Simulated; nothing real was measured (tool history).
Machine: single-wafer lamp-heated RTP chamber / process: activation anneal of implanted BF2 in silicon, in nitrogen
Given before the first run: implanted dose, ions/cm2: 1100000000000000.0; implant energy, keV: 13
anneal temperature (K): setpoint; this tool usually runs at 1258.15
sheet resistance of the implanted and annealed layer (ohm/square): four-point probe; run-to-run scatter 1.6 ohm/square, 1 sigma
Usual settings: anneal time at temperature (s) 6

run     day  anneal temperature (K)  anneal time at temperature (s)  wafers since the last listed run  wafers since the last pyrometer calibration  wafers since the reflector plate was cleaned  hours since the gauge calibration  read-back reference wafer on the same gauge, sheet resistance  sheet resistance of the implanted and annealed layer (ohm/square)
  1       0                 1258.15                               6                                 0                                         4193                                           286                                146                                                         358.87                                                             299.08
  2   1.296                 1258.15                               6                               910                                         5104                                          1197                              177.1                                                         358.94                                                              292.7
      2.546  -- pyrometer window cleaned and pyrometer calibrated
  3   4.296                 1258.15                               6                              1874                                         1230                                          3071                              249.1                                                         359.05                                                             307.44
  4     5.7                 1258.15                               6                               986                                         2217                                          4058                              282.8                                                         358.95                                                             301.41
  5   6.483                 1258.15                               6                               550                                         2768                                          4608                              301.6                                                         359.17                                                              298.2
  6   7.417                 1258.15                               6                               655                                         3423                                          5264                                324                                                         358.79                                                             297.98
  7   8.762                 1247.15                               6                               945                                         4369                                          6210                              356.3                                                         359.17                                                             318.78
      9.579  -- reflector plate cleaned
  8    10.2                 1280.15                               6                               775                                         5145                                           437                              390.8                                                         358.97                                                             262.48
     10.358  -- gauge calibrated
     10.558  -- pyrometer window cleaned and pyrometer calibrated
  9  10.808                 1258.15                               3                               193                                          174                                           630                               10.8                                                         359.04                                                             337.62
 10  11.383                 1234.15                               4                               404                                          579                                          1034                               24.6                                                          359.3                                                              379.1
 11  12.362                 1268.15                              10                               688                                         1267                                          1722                               48.1                                                         358.81                                                             269.04
 12  13.733                 1238.15                               9                               963                                         2230                                          2686                                 81                                                          358.9                                                             334.28
 13  14.283                 1258.15                               6                               386                                         2617                                          3072                               94.2                                                         359.15                                                             303.95
 14  14.846                 1258.15                               6                               395                                         3012                                          3468                              107.7                                                         359.26                                                             300.67

Below are 5 alternative next runs, each starting from the tool's condition after run 14. Predict each:
  A  14.862                 1258.15                               6                                11                                         3024                                          3479                              108.1                                                              ?                                                                  ?
  B  14.862                 1241.15                               7                                11                                         3024                                          3479                              108.1                                                              ?                                                                  ?
  C  14.862                 1238.15                               5                                11                                         3024                                          3479                              108.1                                                              ?                                                                  ?
  D  14.862                 1278.15                               3                                11                                         3024                                          3479                              108.1                                                              ?                                                                  ?
  E  14.862                 1238.15                               7                                11                                         3024                                          3479                              108.1                                                              ?                                                                  ?

run  read-back reference wafer on the same gauge, sheet resistance  sheet resistance of the implanted and annealed layer (ohm/square)
  A                                                         359.12                                                             303.31
  B                                                         359.12                                                             333.95
  C                                                         359.12                                                             351.26
  D                                                         359.12                                                             289.53
  E                                                         359.12                                                             340.93
Without the tool's unlogged condition, the same runs would have read:
run  sheet resistance of the implanted and annealed layer (ohm/square)
  A                                                             326.76
  B                                                             361.07
  C                                                             376.92
  D                                                             308.73
  E                                                             368.43

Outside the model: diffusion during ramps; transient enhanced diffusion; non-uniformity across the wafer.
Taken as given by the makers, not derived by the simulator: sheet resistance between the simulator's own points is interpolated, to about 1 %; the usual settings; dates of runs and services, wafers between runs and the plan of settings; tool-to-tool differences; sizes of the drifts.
